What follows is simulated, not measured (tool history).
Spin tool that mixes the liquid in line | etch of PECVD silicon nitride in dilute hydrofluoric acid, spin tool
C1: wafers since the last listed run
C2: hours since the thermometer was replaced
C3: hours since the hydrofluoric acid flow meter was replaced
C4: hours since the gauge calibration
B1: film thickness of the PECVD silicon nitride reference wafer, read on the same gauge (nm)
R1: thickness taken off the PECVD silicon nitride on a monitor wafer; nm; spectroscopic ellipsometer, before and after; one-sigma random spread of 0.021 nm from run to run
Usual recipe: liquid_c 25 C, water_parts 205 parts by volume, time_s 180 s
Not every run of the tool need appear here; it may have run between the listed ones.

{"run": 1, "day": 0.0, "liquid_c": 25, "water_parts": 205, "time_s": 180, "C1": 0, "C2": 2430.5, "C3": 1535.1, "C4": 60.3, "B1": 70.009, "R1": 2.441}
{"run": 2, "day": 0.575, "liquid_c": 25, "water_parts": 260, "time_s": 105, "C1": 104, "C2": 2444.3, "C3": 1548.9, "C4": 74.1, "B1": 70.004, "R1": 1.124}
{"run": 3, "day": 0.833, "liquid_c": 25, "water_parts": 235, "time_s": 180, "C1": 46, "C2": 2450.5, "C3": 1555.1, "C4": 80.3, "B1": 70.005, "R1": 2.129}
{"run": 4, "day": 1.392, "liquid_c": 25, "water_parts": 235, "time_s": 180, "C1": 101, "C2": 2463.9, "C3": 1568.5, "C4": 93.7, "B1": 70.052, "R1": 2.101}
{"run": 5, "day": 1.954, "liquid_c": 25, "water_parts": 235, "time_s": 180, "C1": 101, "C2": 2477.4, "C3": 1582, "C4": 107.2, "B1": 69.973, "R1": 2.124}
{"run": 6, "day": 2.371, "liquid_c": 27.5, "water_parts": 205, "time_s": 180, "C1": 75, "C2": 2487.4, "C3": 1592, "C4": 117.2, "B1": 69.973, "R1": 2.835}
{"run": 7, "day": 3.079, "liquid_c": 27.5, "water_parts": 205, "time_s": 180, "C1": 128, "C2": 2504.4, "C3": 1609, "C4": 134.2, "B1": 69.976, "R1": 2.851}
{"run": 8, "day": 3.796, "liquid_c": 27.5, "water_parts": 205, "time_s": 180, "C1": 129, "C2": 2521.6, "C3": 1626.2, "C4": 151.4, "B1": 69.964, "R1": 2.796}
{"run": 9, "day": 4.35, "liquid_c": 25, "water_parts": 205, "time_s": 180, "C1": 100, "C2": 2534.9, "C3": 1639.5, "C4": 164.7, "B1": 70.004, "R1": 2.428}
{"day": 4.525, "done": "gauge calibrated"}
{"run": 10, "day": 4.85, "liquid_c": 25, "water_parts": 205, "time_s": 180, "C1": 90, "C2": 2546.9, "C3": 1651.5, "C4": 7.8, "B1": 70.01, "R1": 2.429}
{"run": 11, "day": 5.479, "liquid_c": 25, "water_parts": 205, "time_s": 180, "C1": 113, "C2": 2562, "C3": 1666.6, "C4": 22.9, "B1": 69.998, "R1": 2.407}
{"run": 12, "day": 5.929, "liquid_c": 25, "water_parts": 205, "time_s": 180, "C1": 81, "C2": 2572.8, "C3": 1677.4, "C4": 33.7, "B1": 69.988, "R1": 2.395}
{"day": 6.533, "done": "hydrofluoric acid flow meter replaced"}
{"run": 13, "day": 6.642, "liquid_c": 25, "water_parts": 205, "time_s": 180, "C1": 121, "C2": 2589.9, "C3": 2.6, "C4": 50.8, "B1": 70.031, "R1": 2.791}
{"run": 14, "day": 7.208, "liquid_c": 25, "water_parts": 205, "time_s": 180, "C1": 102, "C2": 2603.5, "C3": 16.2, "C4": 64.4, "B1": 70.047, "R1": 2.822}
{"run": 15, "day": 7.508, "liquid_c": 25, "water_parts": 205, "time_s": 180, "C1": 54, "C2": 2610.7, "C3": 23.4, "C4": 71.6, "B1": 70.009, "R1": 2.813}
{"run": 16, "day": 7.938, "liquid_c": 25, "water_parts": 255, "time_s": 240, "C1": 77, "C2": 2621, "C3": 33.7, "C4": 81.9, "B1": 70.029, "R1": 2.965}
{"run": 17, "day": 8.462, "liquid_c": 25, "water_parts": 255, "time_s": 180, "C1": 95, "C2": 2633.6, "C3": 46.3, "C4": 94.5, "B1": 69.977, "R1": 2.248}
{"day": 8.621, "done": "thermometer replaced"}
{"run": 18, "day": 8.842, "liquid_c": 25, "water_parts": 205, "time_s": 180, "C1": 61, "C2": 5.3, "C3": 55.4, "C4": 103.6, "B1": 70.012, "R1": 2.795}
{"run": 19, "day": 9.117, "liquid_c": 25, "water_parts": 245, "time_s": 180, "C1": 49, "C2": 11.9, "C3": 62, "C4": 110.2, "B1": 69.972, "R1": 2.325}
{"run": 20, "day": 9.65, "liquid_c": 25, "water_parts": 205, "time_s": 180, "C1": 96, "C2": 24.7, "C3": 74.8, "C4": 123, "B1": 69.949, "R1": 2.763}
{"run": 21, "day": 10.138, "liquid_c": 21, "water_parts": 125, "time_s": 150, "C1": 88, "C2": 36.4, "C3": 86.5, "C4": 134.7, "B1": 69.991, "R1": 2.933}
{"run": 22, "day": 10.875, "liquid_c": 20, "water_parts": 235, "time_s": 150, "C1": 133, "C2": 54.1, "C3": 104.2, "C4": 152.4, "B1": 69.988, "R1": 1.49}
{"run": 23, "day": 11.162, "liquid_c": 29.5, "water_parts": 205, "time_s": 180, "C1": 52, "C2": 61, "C3": 111.1, "C4": 159.3, "B1": 70.016, "R1": 3.675}
{"day": 11.492, "done": "gauge calibrated"}
{"run": 24, "day": 11.792, "liquid_c": 20.5, "water_parts": 140, "time_s": 260, "C1": 113, "C2": 76.1, "C3": 126.2, "C4": 7.2, "B1": 69.969, "R1": 4.327}
{"run": 25, "day": 12.296, "liquid_c": 27, "water_parts": 125, "time_s": 180, "C1": 91, "C2": 88.2, "C3": 138.3, "C4": 19.3, "B1": 69.983, "R1": 5.131}
{"run": 26, "day": 12.592, "liquid_c": 26.5, "water_parts": 165, "time_s": 180, "C1": 53, "C2": 95.3, "C3": 145.4, "C4": 26.4, "B1": 70.011, "R1": 3.807}

Branching from run 26: 3 alternative next runs. What would each branch give?
{"run": "A", "day": 12.612, "liquid_c": 25, "water_parts": 205, "time_s": 180, "C1": 3, "C2": 95.8, "C3": 145.9, "C4": 26.9, "B1": "?", "R1": "?"}
{"run": "B", "day": 12.612, "liquid_c": 27.5, "water_parts": 205, "time_s": 220, "C1": 3, "C2": 95.8, "C3": 145.9, "C4": 26.9, "B1": "?", "R1": "?"}
{"run": "C", "day": 12.612, "liquid_c": 25, "water_parts": 285, "time_s": 180, "C1": 3, "C2": 95.8, "C3": 145.9, "C4": 26.9, "B1": "?", "R1": "?"}

run=A B1=69.934 R1=2.777
run=B B1=69.934 R1=3.961
run=C B1=69.934 R1=2.001
Had the tool no hidden state, the same runs would have come out as:
run=A R1=2.832
run=B R1=4.041
run=C R1=2.04
